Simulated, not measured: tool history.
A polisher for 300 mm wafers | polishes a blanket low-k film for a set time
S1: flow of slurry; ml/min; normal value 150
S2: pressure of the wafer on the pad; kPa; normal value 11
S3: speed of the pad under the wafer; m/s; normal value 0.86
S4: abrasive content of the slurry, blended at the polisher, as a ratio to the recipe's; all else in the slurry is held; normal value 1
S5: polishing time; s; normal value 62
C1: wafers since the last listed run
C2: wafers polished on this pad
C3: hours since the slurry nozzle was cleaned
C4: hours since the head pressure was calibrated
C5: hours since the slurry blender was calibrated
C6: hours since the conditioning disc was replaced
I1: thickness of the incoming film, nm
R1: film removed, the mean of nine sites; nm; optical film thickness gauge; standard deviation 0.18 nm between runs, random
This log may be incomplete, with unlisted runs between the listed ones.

| run | hour | S1 | S2 | S3 | S4 | S5 | C1 | C2 | C3 | C4 | C5 | C6 | I1 | R1 |
|---|---|---|---|---|---|---|---|---|---|---|---|---|---|---|
| 1 | 0 | 150 | 11 | 0.86 | 1 | 62 | 0 | 942 | 461.7 | 407 | 4.3 | 238.1 | 609.9 | 14.9 |
|  | 30.7 | worn pad replaced by a new one |
| 2 | 32.7 | 150 | 11 | 0.86 | 1 | 62 | 364 | 25 | 494.4 | 439.7 | 37 | 270.8 | 614.3 | 14.8 |
| 3 | 47.8 | 150 | 11 | 0.86 | 1 | 62 | 191 | 217 | 509.5 | 454.8 | 52.1 | 285.9 | 608.9 | 14.9 |
| 4 | 70.1 | 150 | 11 | 0.86 | 1 | 62 | 283 | 500 | 531.8 | 477.1 | 74.4 | 308.2 | 619.3 | 14.7 |
| 5 | 85.2 | 150 | 11 | 0.86 | 1 | 62 | 191 | 692 | 546.9 | 492.2 | 89.5 | 323.3 | 609.9 | 14.8 |
| 6 | 113.6 | 150 | 11 | 0.86 | 1 | 62 | 360 | 1052 | 575.3 | 520.6 | 117.9 | 351.7 | 611.9 | 14.8 |
|  | 134.5 | worn pad replaced by a new one |
| 7 | 137.1 | 150 | 11 | 0.86 | 1 | 62 | 247 | 33 | 598.8 | 544.1 | 141.4 | 375.2 | 610.6 | 14.8 |
| 8 | 154 | 150 | 11 | 0.86 | 1 | 62 | 214 | 248 | 615.7 | 561 | 158.3 | 392.1 | 609.4 | 15.1 |
| 9 | 188.1 | 150 | 11 | 0.86 | 1 | 62 | 432 | 681 | 649.8 | 595.1 | 192.4 | 426.2 | 615.3 | 14.8 |
|  | 200.7 | conditioning disc replaced and pad reconditioned |
|  | 214.5 | slurry nozzle cleaned |
| 10 | 222.7 | 150 | 11 | 0.86 | 1 | 62 | 401 | 1082 | 8.2 | 629.7 | 227 | 22 | 611.1 | 15.9 |
|  | 230.4 | slurry blender recalibrated |
|  | 236 | worn pad replaced by a new one |
| 11 | 246.7 | 150 | 11 | 0.86 | 1 | 62 | 228 | 135 | 32.2 | 653.7 | 16.3 | 46 | 611 | 16 |
|  | 266.8 | head pressure recalibrated |
| 12 | 277.5 | 150 | 11 | 0.72 | 1 | 62 | 365 | 501 | 63 | 10.7 | 47.1 | 76.8 | 610.5 | 13.5 |
| 13 | 304.4 | 150 | 11 | 0.86 | 1 | 62 | 341 | 842 | 89.9 | 37.6 | 74 | 103.7 | 610.5 | 15.7 |
| 14 | 334.5 | 150 | 11 | 0.86 | 1 | 62 | 382 | 1225 | 120 | 67.7 | 104.1 | 133.8 | 613 | 15.6 |
|  | 354.5 | worn pad replaced by a new one |
| 15 | 358.6 | 150 | 11 | 0.86 | 1 | 62 | 255 | 52 | 144.1 | 91.8 | 128.2 | 157.9 | 612.7 | 15.3 |
| 16 | 386.9 | 150 | 11 | 1.12 | 1 | 62 | 359 | 411 | 172.4 | 120.1 | 156.5 | 186.2 | 618.3 | 18.7 |
| 17 | 400.7 | 150 | 11 | 0.86 | 1 | 62 | 175 | 586 | 186.2 | 133.9 | 170.3 | 200 | 603.6 | 15.2 |
| 18 | 429.6 | 190 | 8.3 | 0.86 | 1 | 77 | 366 | 953 | 215.1 | 162.8 | 199.2 | 228.9 | 606.3 | 14.9 |
| 19 | 454.4 | 150 | 11 | 0.86 | 1.15 | 71 | 314 | 1268 | 239.9 | 187.6 | 224 | 253.7 | 603.8 | 18.4 |
|  | 469.7 | slurry blender recalibrated |
|  | 472.6 | worn pad replaced by a new one |
| 20 | 473 | 170 | 11 | 0.66 | 1.25 | 52 | 173 | 4 | 258.5 | 206.2 | 3.3 | 272.3 | 602.2 | 11.9 |
| 21 | 491.9 | 150 | 11 | 0.86 | 1 | 62 | 239 | 244 | 277.4 | 225.1 | 22.2 | 291.2 | 618.7 | 14.9 |
| 22 | 511.1 | 150 | 9.7 | 1.12 | 0.8 | 62 | 243 | 488 | 296.6 | 244.3 | 41.4 | 310.4 | 600.9 | 14.4 |
| 23 | 532.9 | 150 | 11 | 0.86 | 1 | 84 | 276 | 765 | 318.4 | 266.1 | 63.2 | 332.2 | 610.4 | 20.2 |
| 24 | 551.5 | 150 | 7.6 | 0.66 | 1 | 55 | 236 | 1001 | 337 | 284.7 | 81.8 | 350.8 | 619.8 | 7.6 |

What if the next run were any one of these 5? Each begins from the tool's condition after run 24:
| A | 551.9 | 150 | 11 | 0.86 | 1 | 62 | 5 | 1006 | 337.4 | 285.1 | 82.2 | 351.2 | 604.5 | ? |
| B | 551.9 | 195 | 11 | 0.86 | 1 | 62 | 5 | 1006 | 337.4 | 285.1 | 82.2 | 351.2 | 604.5 | ? |
| C | 551.9 | 190 | 11 | 0.86 | 1 | 52 | 5 | 1006 | 337.4 | 285.1 | 82.2 | 351.2 | 604.5 | ? |
| D | 551.9 | 125 | 12.4 | 0.86 | 1.1 | 76 | 5 | 1006 | 337.4 | 285.1 | 82.2 | 351.2 | 604.5 | ? |
| E | 551.9 | 150 | 15.2 | 0.86 | 1 | 62 | 5 | 1006 | 337.4 | 285.1 | 82.2 | 351.2 | 604.5 | ? |

| run | R1 |
|---|---|
| A | 14.9 |
| B | 15.5 |
| C | 13 |
| D | 20.5 |
| E | 19.9 |
Had the tool no hidden state, the same runs would have come out as:
| run | R1 |
|---|---|
| A | 16.3 |
| B | 17 |
| C | 14.2 |
| D | 22.7 |
| E | 22.5 |
